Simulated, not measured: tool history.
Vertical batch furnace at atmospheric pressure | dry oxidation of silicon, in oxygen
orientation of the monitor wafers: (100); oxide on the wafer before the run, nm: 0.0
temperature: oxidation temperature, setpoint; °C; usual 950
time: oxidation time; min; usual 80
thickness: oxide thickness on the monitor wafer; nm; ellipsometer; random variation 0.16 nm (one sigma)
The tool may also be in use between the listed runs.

run    hour  temperature   time  wafers since the last listed run  hours since the last temperature calibration  hours since the boat lift was adjusted  hours since the gauge calibration  read-back reference wafer on the same gauge, thickness  thickness
  1       0          967     80                                 0                                        1715.3                                    4800                               20.4                                                   38.56      42.97
  2    54.3          967     80                               495                                        1769.6                                  4854.3                               74.7                                                   38.55      43.02
  3     113          950     80                               535                                        1828.3                                    4913                              133.4                                                   38.64      37.57
  4   180.3          950     80                               613                                        1895.6                                  4980.3                              200.7                                                   38.68      37.32
  5   214.8          950     51                               314                                        1930.1                                  5014.8                              235.2                                                   38.56      27.73
  6   286.8          950     51                               656                                        2002.1                                  5086.8                              307.2                                                    38.6      28.09
  7   356.3          950     56                               633                                        2071.6                                  5156.3                              376.7                                                   38.58      29.54
  8   411.1          950     56                               499                                        2126.4                                  5211.1                              431.5                                                   38.59      29.71
  9   477.1          950     56                               601                                        2192.4                                  5277.1                              497.5                                                   38.61      29.36
 10   546.1          950     80                               629                                        2261.4                                  5346.1                              566.5                                                   38.53       37.4
 11   592.6          950     80                               424                                        2307.9                                  5392.6                                613                                                   38.63      37.71
 12   645.6          950     96                               483                                        2360.9                                  5445.6                                666                                                   38.56      42.96
      673.5  -- boat lift adjusted
 13     674          950     96                                40                                        2389.3                                     0.5                              694.4                                                   38.64      42.85
 14   729.2          950     80                               503                                        2444.5                                    55.7                              749.6                                                   38.61      37.88
 15   793.5          950     80                               586                                        2508.8                                     120                              813.9                                                   38.57       37.4
 16   915.3          950     80                              1110                                        2630.6                                   241.8                              935.7                                                   38.61      37.85
 17   947.6          950     80                               294                                        2662.9                                   274.1                                968                                                   38.62      38.29
 18   987.4          950     80                               362                                        2702.7                                   313.9                             1007.8                                                   38.57      37.95
     1004.1  -- gauge calibrated
 19  1050.8          960   60.5                               578                                        2766.1                                   377.3                               46.7                                                    38.6      34.26
 20  1084.8          935   48.5                               310                                        2800.1                                   411.3                               80.7                                                   38.62      23.45
 21  1135.6          950   69.5                               463                                        2850.9                                   462.1                              131.5                                                   38.64      34.58
 22  1188.9          972   67.5                               486                                        2904.2                                   515.4                              184.8                                                   38.59      40.79
 23  1248.1          950     80                               539                                        2963.4                                   574.6                                244                                                   38.58         38
 24  1288.9          950     98                               372                                        3004.2                                   615.4                              284.8                                                    38.6      43.83
 25  1357.5          950   64.5                               625                                        3072.8                                     684                              353.4                                                   38.57      32.99
 26  1400.9          950     80                               395                                        3116.2                                   727.4                              396.8                                                   38.66      38.15
 27  1426.9          950  119.5                               237                                        3142.2                                   753.4                              422.8                                                   38.65      50.32
     1470.3  -- thermocouples replaced and temperature profile calibrated
 28  1487.4          927  107.5                               332                                          17.1                                   813.9                              483.3                                                   38.55      35.01
 29  1516.2          929   46.5                               262                                          45.9                                   842.7                              512.1                                                   38.53       20.2
 30  1578.1          971   43.5                               564                                         107.8                                   904.6                                574                                                   38.65      29.64
 31  1635.9          950     80                               527                                         165.6                                   962.4                              631.8                                                   38.53      36.43
 32  1701.8          934    113                               600                                         231.5                                  1028.3                              697.7                                                   38.55      39.04
 33  1752.4          961   68.5                               461                                         282.1                                  1078.9                              748.3                                                   38.53      36.28
 34  1823.8          950     80                               651                                         353.5                                  1150.3                              819.7                                                   38.59      36.57
 35  1861.5          933   91.5                               343                                         391.2                                    1188                              857.4                                                   38.65      33.56
 36  1910.4          950     80                               445                                         440.1                                  1236.9                              906.3                                                   38.59      36.33

Forecast each of these 5 alternatives for the next run:
  A  1915.3          950    80                                44                                           445                                  1241.8                              911.2                                                       ?          ?
  B  1915.3          929  47.5                                44                                           445                                  1241.8                              911.2                                                       ?          ?
  C  1915.3          926   118                                44                                           445                                  1241.8                              911.2                                                       ?          ?
  D  1915.3          950    94                                44                                           445                                  1241.8                              911.2                                                       ?          ?
  E  1915.3          925  54.5                                44                                           445                                  1241.8                              911.2                                                       ?          ?

run  read-back reference wafer on the same gauge, thickness  thickness
  A                                                    38.6      36.36
  B                                                    38.6       20.6
  C                                                    38.6      37.04
  D                                                    38.6      40.64
  E                                                    38.6      21.71
Without the tool's hidden state the same runs would have given:
run  thickness
  A      35.94
  B      20.38
  C      36.63
  D      40.17
  E      21.49

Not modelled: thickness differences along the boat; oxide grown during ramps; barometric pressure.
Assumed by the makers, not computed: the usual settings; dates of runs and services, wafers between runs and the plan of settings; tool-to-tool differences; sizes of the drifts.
